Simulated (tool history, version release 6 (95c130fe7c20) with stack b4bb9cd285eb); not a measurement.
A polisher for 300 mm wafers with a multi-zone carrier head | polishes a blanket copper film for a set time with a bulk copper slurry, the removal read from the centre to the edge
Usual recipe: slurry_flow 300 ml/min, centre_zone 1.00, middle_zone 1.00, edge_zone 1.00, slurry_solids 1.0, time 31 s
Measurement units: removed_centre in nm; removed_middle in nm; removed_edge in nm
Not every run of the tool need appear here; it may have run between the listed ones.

run,hour,slurry_flow,centre_zone,middle_zone,edge_zone,slurry_solids,time,wafers since the last listed run,wafers polished on this pad,hours since the slurry nozzle was cleaned,hours since the centre zone pressure was calibrated,hours since the edge zone pressure was calibrated,hours since the carrier head's membrane was replaced,"incoming thickness of the incoming film, nm",removed_centre,removed_middle,removed_edge
1,0.0,300,1.00,1.00,1.00,1.2,41,0,1280,641.2,565.4,578.6,355.3,3323.7,424.0,420.4,422.5
2,46.1,300,1.00,1.00,1.07,1.0,39,725,2005,687.3,611.5,624.7,401.4,3227.5,365.5,364.9,383.4
3,62.2,300,1.00,1.00,1.00,0.9,41,253,2258,703.4,627.6,640.8,417.5,3300.5,368.9,373.8,389.6
# hour 77.0: worn pad replaced by a new one
4,77.5,300,1.00,1.00,1.00,1.0,31,177,7,718.7,642.9,656.1,432.8,3253.4,329.9,329.5,332.1
5,93.9,300,1.00,1.00,1.00,1.0,31,258,265,735.1,659.3,672.5,449.2,3213.6,319.0,326.5,336.3
# hour 98.5: edge zone pressure recalibrated
# hour 106.6: slurry nozzle cleaned
# hour 129.3: carrier head's membrane replaced by a new one
6,135.9,300,1.08,1.00,1.00,1.0,31,535,800,29.3,701.3,37.4,6.6,3258.8,327.3,314.8,319.5
7,148.5,300,1.00,1.00,1.00,1.0,31,198,998,41.9,713.9,50.0,19.2,3245.6,304.6,303.2,320.8
8,160.7,300,1.03,1.00,1.00,1.1,31,191,1190,54.1,726.1,62.2,31.4,3325.1,315.9,313.7,318.1
9,178.2,230,1.00,1.00,1.00,1.0,39,275,1466,71.6,743.6,79.7,48.9,3219.8,368.6,367.7,378.9
# hour 211.8: centre zone pressure recalibrated
10,230.3,340,1.00,1.11,1.00,1.0,25,788,2254,123.7,18.5,131.8,101.0,3250.9,228.5,258.5,239.8
# hour 236.3: worn pad replaced by a new one
11,238.4,300,1.04,1.00,1.00,1.0,31,64,33,131.8,26.6,139.9,109.1,3211.4,332.8,329.8,333.7
12,245.8,385,0.92,1.00,1.00,1.0,31,116,149,139.2,34.0,147.3,116.5,3263.1,306.1,330.9,337.7
13,259.0,300,1.07,1.00,1.00,0.9,31,207,357,152.4,47.2,160.5,129.7,3312.6,328.0,308.0,316.9
14,273.9,300,1.00,1.00,1.00,1.0,31,234,591,167.3,62.1,175.4,144.6,3248.4,315.8,320.0,320.3
15,282.3,300,1.00,1.00,1.00,1.0,34,132,723,175.7,70.5,183.8,153.0,3289.6,340.0,344.8,351.3
16,292.7,340,0.94,1.09,1.00,1.0,26,163,887,186.1,80.9,194.2,163.4,3236.8,249.8,274.2,269.7
17,307.4,300,1.00,0.94,1.00,1.2,31,231,1118,200.8,95.6,208.9,178.1,3279.0,319.8,306.7,332.3
18,324.0,300,1.00,1.00,1.00,1.0,31,261,1380,217.4,112.2,225.5,194.7,3252.1,300.7,304.8,305.8
19,338.9,300,1.00,1.00,1.00,1.0,31,234,1614,232.3,127.1,240.4,209.6,3278.3,304.9,293.1,305.0
# hour 379.9: worn pad replaced by a new one
20,392.8,240,0.94,1.00,1.00,1.0,22,785,203,286.2,181.0,294.3,263.5,3259.8,215.4,224.4,232.0
21,399.8,240,1.00,1.04,0.92,1.0,25,110,313,293.2,188.0,301.3,270.5,3290.1,258.6,261.1,256.6

Here are 4 independent what-if runs from the current tool condition. What would each one return?
A,400.2,300,1.00,1.00,1.00,0.7,31,6,319,293.6,188.4,301.7,270.9,3249.8,?,?,?
B,400.2,250,1.00,1.00,1.00,1.0,39,6,319,293.6,188.4,301.7,270.9,3249.8,?,?,?
C,400.2,300,1.00,1.00,1.10,1.0,31,6,319,293.6,188.4,301.7,270.9,3249.8,?,?,?
D,400.2,245,1.12,1.09,1.04,1.0,31,6,319,293.6,188.4,301.7,270.9,3249.8,?,?,?

run,removed_centre,removed_middle,removed_edge
A,304.4,303.9,308.7
B,406.8,406.8,414.9
C,329.6,328.9,344.7
D,356.4,344.4,333.1
Without the tool's hidden state the same runs would have given:
run,removed_centre,removed_middle,removed_edge
A,311.5,310.9,315.8
B,416.2,416.2,424.5
C,337.2,336.6,352.7
D,364.6,352.3,340.8

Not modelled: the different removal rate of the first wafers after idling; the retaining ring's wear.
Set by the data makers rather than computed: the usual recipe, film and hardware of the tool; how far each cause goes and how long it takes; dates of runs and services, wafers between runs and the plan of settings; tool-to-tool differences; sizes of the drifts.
